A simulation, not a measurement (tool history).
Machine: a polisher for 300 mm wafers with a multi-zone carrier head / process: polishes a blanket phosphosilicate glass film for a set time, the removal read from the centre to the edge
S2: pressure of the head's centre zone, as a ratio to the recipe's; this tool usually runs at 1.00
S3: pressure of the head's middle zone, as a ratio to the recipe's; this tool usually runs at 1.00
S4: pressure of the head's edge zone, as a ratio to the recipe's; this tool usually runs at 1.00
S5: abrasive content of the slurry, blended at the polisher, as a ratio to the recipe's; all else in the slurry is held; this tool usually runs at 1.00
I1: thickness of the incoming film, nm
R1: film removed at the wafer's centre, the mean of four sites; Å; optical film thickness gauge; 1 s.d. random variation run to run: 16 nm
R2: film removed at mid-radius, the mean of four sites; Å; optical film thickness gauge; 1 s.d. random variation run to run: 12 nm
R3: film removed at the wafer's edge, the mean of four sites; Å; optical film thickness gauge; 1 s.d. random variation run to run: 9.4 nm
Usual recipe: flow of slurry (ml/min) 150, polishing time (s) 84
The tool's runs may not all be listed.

{"run": 1, "day": 0.0, "flow of slurry (ml/min)": 150, "S2": 1.0, "S3": 0.89, "S4": 1.0, "S5": 0.9, "polishing time (s)": 92, "I1": 3305.8, "R1": 9897, "R2": 8639, "R3": 9687}
{"run": 2, "day": 1.729, "flow of slurry (ml/min)": 195, "S2": 1.0, "S3": 1.0, "S4": 1.0, "S5": 1.0, "polishing time (s)": 96, "I1": 3376.9, "R1": 11469, "R2": 11113, "R3": 10661}
{"day": 2.75, "done": "slurry nozzle cleaned"}
{"run": 3, "day": 2.988, "flow of slurry (ml/min)": 130, "S2": 1.0, "S3": 1.04, "S4": 1.0, "S5": 1.0, "polishing time (s)": 84, "I1": 3341.6, "R1": 9430, "R2": 9396, "R3": 8931}
{"day": 5.25, "done": "carrier head's membrane replaced by a new one"}
{"run": 4, "day": 5.925, "flow of slurry (ml/min)": 195, "S2": 1.0, "S3": 1.0, "S4": 1.0, "S5": 1.0, "polishing time (s)": 96, "I1": 3388.2, "R1": 10957, "R2": 11116, "R3": 10804}
{"day": 8.025, "done": "worn pad replaced by a new one"}
{"run": 5, "day": 8.533, "flow of slurry (ml/min)": 150, "S2": 1.0, "S3": 1.0, "S4": 1.12, "S5": 1.0, "polishing time (s)": 96, "I1": 3294.8, "R1": 11879, "R2": 12132, "R3": 12239}
{"day": 10.867, "done": "edge zone pressure recalibrated"}
{"run": 6, "day": 11.096, "flow of slurry (ml/min)": 150, "S2": 1.0, "S3": 1.0, "S4": 1.0, "S5": 1.0, "polishing time (s)": 84, "I1": 3380.6, "R1": 10229, "R2": 10138, "R3": 10131}
{"run": 7, "day": 12.392, "flow of slurry (ml/min)": 150, "S2": 1.0, "S3": 0.93, "S4": 1.0, "S5": 1.0, "polishing time (s)": 84, "I1": 3391.7, "R1": 10179, "R2": 9384, "R3": 9744}
{"run": 8, "day": 14.092, "flow of slurry (ml/min)": 135, "S2": 1.0, "S3": 1.0, "S4": 0.97, "S5": 1.0, "polishing time (s)": 68, "I1": 3338.1, "R1": 7876, "R2": 7625, "R3": 7625}
{"run": 9, "day": 16.975, "flow of slurry (ml/min)": 185, "S2": 1.07, "S3": 1.0, "S4": 1.05, "S5": 1.0, "polishing time (s)": 84, "I1": 3359.9, "R1": 10862, "R2": 9925, "R3": 9674}
{"run": 10, "day": 18.021, "flow of slurry (ml/min)": 150, "S2": 1.0, "S3": 0.9, "S4": 1.09, "S5": 1.25, "polishing time (s)": 84, "I1": 3388.6, "R1": 10581, "R2": 9389, "R3": 10505}
{"day": 18.525, "done": "centre zone pressure recalibrated"}
{"run": 11, "day": 19.446, "flow of slurry (ml/min)": 125, "S2": 1.0, "S3": 1.0, "S4": 1.1, "S5": 0.75, "polishing time (s)": 69, "I1": 3311.5, "R1": 6423, "R2": 6371, "R3": 6537}
{"run": 12, "day": 21.038, "flow of slurry (ml/min)": 130, "S2": 1.0, "S3": 1.0, "S4": 0.95, "S5": 1.3, "polishing time (s)": 84, "I1": 3300.7, "R1": 10316, "R2": 10160, "R3": 9925}
{"day": 23.812, "done": "slurry nozzle cleaned"}
{"day": 25.246, "done": "worn pad replaced by a new one"}
{"run": 13, "day": 28.762, "flow of slurry (ml/min)": 150, "S2": 1.0, "S3": 1.0, "S4": 1.0, "S5": 1.0, "polishing time (s)": 84, "I1": 3325.9, "R1": 10277, "R2": 10137, "R3": 10046}
{"run": 14, "day": 30.238, "flow of slurry (ml/min)": 110, "S2": 0.93, "S3": 1.0, "S4": 0.96, "S5": 0.85, "polishing time (s)": 84, "I1": 3285.7, "R1": 8263, "R2": 8403, "R3": 8460}
{"run": 15, "day": 32.217, "flow of slurry (ml/min)": 150, "S2": 1.0, "S3": 1.0, "S4": 1.0, "S5": 1.0, "polishing time (s)": 76, "I1": 3330.7, "R1": 9063, "R2": 8689, "R3": 8679}
{"run": 16, "day": 33.658, "flow of slurry (ml/min)": 150, "S2": 1.0, "S3": 1.0, "S4": 1.0, "S5": 1.0, "polishing time (s)": 84, "I1": 3382.7, "R1": 9936, "R2": 9652, "R3": 9511}
{"run": 17, "day": 35.333, "flow of slurry (ml/min)": 125, "S2": 0.89, "S3": 1.0, "S4": 1.08, "S5": 1.0, "polishing time (s)": 95, "I1": 3399.1, "R1": 9787, "R2": 10458, "R3": 10673}
{"run": 18, "day": 37.308, "flow of slurry (ml/min)": 150, "S2": 1.0, "S3": 1.0, "S4": 1.0, "S5": 1.0, "polishing time (s)": 84, "I1": 3343.4, "R1": 9963, "R2": 9370, "R3": 9318}
{"run": 19, "day": 42.996, "flow of slurry (ml/min)": 130, "S2": 1.0, "S3": 1.06, "S4": 1.0, "S5": 1.25, "polishing time (s)": 102, "I1": 3340.0, "R1": 12558, "R2": 12757, "R3": 12054}
{"day": 43.875, "done": "centre zone pressure recalibrated"}
{"day": 44.508, "done": "slurry nozzle cleaned"}
{"run": 20, "day": 44.629, "flow of slurry (ml/min)": 150, "S2": 0.89, "S3": 1.0, "S4": 0.96, "S5": 1.0, "polishing time (s)": 84, "I1": 3354.5, "R1": 8536, "R2": 9220, "R3": 8971}
{"day": 45.888, "done": "edge zone pressure recalibrated"}
{"day": 46.083, "done": "worn pad replaced by a new one"}
{"run": 21, "day": 46.562, "flow of slurry (ml/min)": 115, "S2": 1.0, "S3": 1.0, "S4": 1.0, "S5": 1.0, "polishing time (s)": 98, "I1": 3348.2, "R1": 11407, "R2": 11257, "R3": 11395}

Alternative continuations, all from the tool just after run 21; predict every row:
{"run": "A", "day": 46.583, "flow of slurry (ml/min)": 150, "S2": 1.0, "S3": 1.0, "S4": 1.0, "S5": 1.0, "polishing time (s)": 84, "I1": 3323.8, "R1": "?", "R2": "?", "R3": "?"}
{"run": "B", "day": 46.583, "flow of slurry (ml/min)": 150, "S2": 1.0, "S3": 1.04, "S4": 1.07, "S5": 0.9, "polishing time (s)": 84, "I1": 3323.8, "R1": "?", "R2": "?", "R3": "?"}
{"run": "C", "day": 46.583, "flow of slurry (ml/min)": 120, "S2": 1.0, "S3": 1.0, "S4": 0.95, "S5": 0.8, "polishing time (s)": 84, "I1": 3323.8, "R1": "?", "R2": "?", "R3": "?"}
{"run": "D", "day": 46.583, "flow of slurry (ml/min)": 150, "S2": 1.0, "S3": 1.0, "S4": 1.0, "S5": 1.0, "polishing time (s)": 97, "I1": 3323.8, "R1": "?", "R2": "?", "R3": "?"}

run=A R1=10268 R2=10383 R3=10214
run=B R1=9722 R2=10159 R3=9864
run=C R1=8627 R2=8780 R3=8624
run=D R1=11857 R2=11990 R3=11795
Had the tool no hidden state, the same runs would have come out as:
run=A R1=10788 R2=10909 R3=10732
run=B R1=10214 R2=10674 R3=10364
run=C R1=9064 R2=9225 R3=9061
run=D R1=12458 R2=12597 R3=12392
